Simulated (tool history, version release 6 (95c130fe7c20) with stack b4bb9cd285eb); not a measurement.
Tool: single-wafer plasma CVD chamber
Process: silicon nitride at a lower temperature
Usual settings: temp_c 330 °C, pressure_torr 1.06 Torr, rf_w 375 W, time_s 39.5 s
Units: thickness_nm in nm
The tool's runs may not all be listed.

run	hour	temp_c	pressure_torr	rf_w	time_s	wafers since the last listed run	hours since the last thermocouple change	hours since the last RF generator calibration	hours since the last manometer calibration	hours since the showerhead was replaced	hours since the gauge calibration	read-back reference wafer on the same gauge, thickness_nm	thickness_nm
1	0.0	330	1.06	375	39.5	0	1079.1	596.5	843.2	2371.8	1013.1	46.809	45.165
2	24.9	330	1.06	430	36.5	519	1104.0	621.4	868.1	2396.7	1038.0	46.799	45.900
3	94.8	330	1.16	375	39.5	1458	1173.9	691.3	938.0	2466.6	1107.9	46.792	47.239
4	137.7	330	1.06	375	39.5	895	1216.8	734.2	980.9	2509.5	1150.8	46.839	45.096
5	327.5	330	1.06	375	39.5	3961	1406.6	924.0	1170.7	2699.3	1340.6	46.764	45.041
# hour 348.3: showerhead replaced
6	397.8	330	1.06	375	41.8	1300	1476.9	994.3	1241.0	49.5	1410.9	46.775	47.534
7	458.6	330	1.06	375	41.8	1268	1537.7	1055.1	1301.8	110.3	1471.7	46.804	47.569
8	503.9	330	1.06	375	39.5	945	1583.0	1100.4	1347.1	155.6	1517.0	46.760	44.935
9	533.4	330	1.06	375	39.5	615	1612.5	1129.9	1376.6	185.1	1546.5	46.763	44.803
# hour 569.3: capacitance manometer re-zeroed and calibrated
10	591.3	330	1.06	375	39.5	1041	1670.4	1187.8	22.0	243.0	1604.4	46.828	45.737
11	641.8	330	1.06	375	35.8	1053	1720.9	1238.3	72.5	293.5	1654.9	46.782	41.369
12	689.2	330	1.06	375	39.5	989	1768.3	1285.7	119.9	340.9	1702.3	46.787	45.512
13	858.0	330	1.26	440	42.5	3522	1937.1	1454.5	288.7	509.7	1871.1	46.812	59.320
14	921.7	330	1.06	375	39.5	1329	2000.8	1518.2	352.4	573.4	1934.8	46.807	45.224
15	962.5	325	1.15	375	44.7	851	2041.6	1559.0	393.2	614.2	1975.6	46.787	53.247
# hour 1070.0: gauge calibrated
# hour 1154.3: RF generator calibrated
16	1176.7	330	1.06	375	39.5	4303	2255.8	22.4	607.4	828.4	106.7	46.809	45.601
17	1222.8	324	0.99	305	39.5	962	2301.9	68.5	653.5	874.5	152.8	46.856	37.216
18	1247.0	330	1.06	375	41.7	505	2326.1	92.7	677.7	898.7	177.0	46.776	47.993
# hour 1264.8: thermocouple changed; heater temperature recalibrated
19	1298.4	324	1.06	375	39.5	905	33.6	144.1	729.1	950.1	228.4	46.821	45.403
20	1346.1	339	1.06	375	39.5	995	81.3	191.8	776.8	997.8	276.1	46.796	45.293
21	1391.2	330	1.06	375	39.5	941	126.4	236.9	821.9	1042.9	321.2	46.816	45.329
22	1424.2	330	1.06	375	39.5	688	159.4	269.9	854.9	1075.9	354.2	46.798	45.252
23	1488.1	336	1.27	435	39.5	1333	223.3	333.8	918.8	1139.8	418.1	46.795	54.853
24	1688.2	330	1.06	375	39.5	4176	423.4	533.9	1118.9	1339.9	618.2	46.787	45.155
25	1754.7	330	1.06	375	45.3	1387	489.9	600.4	1185.4	1406.4	684.7	46.783	51.658
26	1791.2	330	1.06	375	39.5	761	526.4	636.9	1221.9	1442.9	721.2	46.778	45.039
27	1825.9	325	1.06	375	39.5	724	561.1	671.6	1256.6	1477.6	755.9	46.786	45.039

Forecast each of these 5 alternatives for the next run:
A	1826.3	330	1.06	375	39.5	8	561.5	672.0	1257.0	1478.0	756.3	?	?
B	1826.3	339	1.21	410	39.5	8	561.5	672.0	1257.0	1478.0	756.3	?	?
C	1826.3	330	1.06	440	39.5	8	561.5	672.0	1257.0	1478.0	756.3	?	?
D	1826.3	324	1.26	435	44.6	8	561.5	672.0	1257.0	1478.0	756.3	?	?
E	1826.3	318	0.84	375	39.5	8	561.5	672.0	1257.0	1478.0	756.3	?	?

run	read-back reference wafer on the same gauge, thickness_nm	thickness_nm
A	46.805	45.003
B	46.805	51.130
C	46.805	50.433
D	46.805	61.533
E	46.805	38.622
Without the tool's hidden state the same runs would have given:
run	thickness_nm
A	46.436
B	52.659
C	52.010
D	63.360
E	40.116
